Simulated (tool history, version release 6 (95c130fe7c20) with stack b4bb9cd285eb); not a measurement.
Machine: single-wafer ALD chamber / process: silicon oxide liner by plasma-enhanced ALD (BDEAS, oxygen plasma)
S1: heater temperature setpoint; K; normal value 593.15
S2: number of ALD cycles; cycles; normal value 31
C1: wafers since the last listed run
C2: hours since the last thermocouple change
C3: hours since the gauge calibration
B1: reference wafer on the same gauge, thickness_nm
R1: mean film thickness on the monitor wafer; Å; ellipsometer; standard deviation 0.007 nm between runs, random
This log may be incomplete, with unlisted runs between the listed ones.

run 1 hour=0.0 | S1=593.15 S2=31 | C1=0 C2=517.4 C3=1248.7 | B1=2.620 | R1=27.88
run 2 hour=62.7 | S1=593.15 S2=31 | C1=476 C2=580.1 C3=1311.4 | B1=2.620 | R1=27.97
-- hour=151.0 gauge calibrated
run 3 hour=164.2 | S1=593.15 S2=31 | C1=771 C2=681.6 C3=13.2 | B1=2.619 | R1=27.90
run 4 hour=235.3 | S1=593.15 S2=31 | C1=540 C2=752.7 C3=84.3 | B1=2.620 | R1=27.90
run 5 hour=275.6 | S1=593.15 S2=31 | C1=306 C2=793.0 C3=124.6 | B1=2.620 | R1=27.93
run 6 hour=316.0 | S1=593.15 S2=31 | C1=307 C2=833.4 C3=165.0 | B1=2.621 | R1=27.94
run 7 hour=416.8 | S1=593.15 S2=31 | C1=766 C2=934.2 C3=265.8 | B1=2.621 | R1=28.01
run 8 hour=481.8 | S1=593.15 S2=31 | C1=494 C2=999.2 C3=330.8 | B1=2.619 | R1=27.93
-- hour=646.2 thermocouple changed; heater temperature recalibrated
run 9 hour=787.2 | S1=590.15 S2=30 | C1=2261 C2=141.0 C3=636.2 | B1=2.619 | R1=27.07
run 10 hour=1064.7 | S1=590.15 S2=30 | C1=2110 C2=418.5 C3=913.7 | B1=2.618 | R1=27.28
run 11 hour=1150.2 | S1=590.15 S2=30 | C1=650 C2=504.0 C3=999.2 | B1=2.619 | R1=27.13
run 12 hour=1292.8 | S1=587.15 S2=28 | C1=1084 C2=646.6 C3=1141.8 | B1=2.619 | R1=25.48
run 13 hour=1387.9 | S1=593.15 S2=36 | C1=723 C2=741.7 C3=1236.9 | B1=2.619 | R1=32.60
run 14 hour=1464.1 | S1=593.15 S2=36 | C1=579 C2=817.9 C3=1313.1 | B1=2.619 | R1=32.54
run 15 hour=1546.2 | S1=593.15 S2=36 | C1=624 C2=900.0 C3=1395.2 | B1=2.621 | R1=32.48
run 16 hour=1695.0 | S1=608.15 S2=37 | C1=1131 C2=1048.8 C3=1544.0 | B1=2.620 | R1=32.80
-- hour=1740.9 thermocouple changed; heater temperature recalibrated
run 17 hour=1770.1 | S1=590.15 S2=30 | C1=510 C2=29.2 C3=1619.1 | B1=2.619 | R1=27.13
-- hour=1802.2 gauge calibrated
run 18 hour=1828.2 | S1=593.15 S2=27 | C1=441 C2=87.3 C3=26.0 | B1=2.621 | R1=24.29
run 19 hour=1920.9 | S1=601.15 S2=27 | C1=704 C2=180.0 C3=118.7 | B1=2.619 | R1=24.02
run 20 hour=2006.9 | S1=587.15 S2=25 | C1=654 C2=266.0 C3=204.7 | B1=2.619 | R1=22.60
run 21 hour=2097.3 | S1=585.15 S2=33 | C1=687 C2=356.4 C3=295.1 | B1=2.619 | R1=30.10
run 22 hour=2198.1 | S1=607.15 S2=31 | C1=766 C2=457.2 C3=395.9 | B1=2.618 | R1=27.44
run 23 hour=2277.0 | S1=593.15 S2=31 | C1=600 C2=536.1 C3=474.8 | B1=2.620 | R1=27.79
run 24 hour=2372.8 | S1=603.15 S2=35 | C1=728 C2=631.9 C3=570.6 | B1=2.619 | R1=31.21
run 25 hour=2422.6 | S1=579.15 S2=29 | C1=378 C2=681.7 C3=620.4 | B1=2.620 | R1=26.62
run 26 hour=2483.1 | S1=602.15 S2=27 | C1=460 C2=742.2 C3=680.9 | B1=2.620 | R1=23.90
run 27 hour=2523.1 | S1=593.15 S2=31 | C1=304 C2=782.2 C3=720.9 | B1=2.619 | R1=27.90
run 28 hour=2563.7 | S1=603.15 S2=29 | C1=308 C2=822.8 C3=761.5 | B1=2.620 | R1=25.80
run 29 hour=2618.0 | S1=593.15 S2=31 | C1=412 C2=877.1 C3=815.8 | B1=2.620 | R1=27.97
run 30 hour=2725.4 | S1=593.15 S2=31 | C1=816 C2=984.5 C3=923.2 | B1=2.621 | R1=27.88
run 31 hour=2789.8 | S1=583.15 S2=27 | C1=489 C2=1048.9 C3=987.6 | B1=2.620 | R1=24.56

Hidden condition of the tool, last listed run before each entry between runs versus first listed run after:
Runs 2 to 3: gauge calibrated (hour 151.0)
  no hidden state differs between the two runs
Runs 8 to 9: thermocouple changed; heater temperature recalibrated (hour 646.2)
  no hidden state differs between the two runs
Runs 16 to 17: thermocouple changed; heater temperature recalibrated (hour 1740.9)
  no hidden state differs between the two runs
Runs 17 to 18: gauge calibrated (hour 1802.2)
  no hidden state differs between the two runs

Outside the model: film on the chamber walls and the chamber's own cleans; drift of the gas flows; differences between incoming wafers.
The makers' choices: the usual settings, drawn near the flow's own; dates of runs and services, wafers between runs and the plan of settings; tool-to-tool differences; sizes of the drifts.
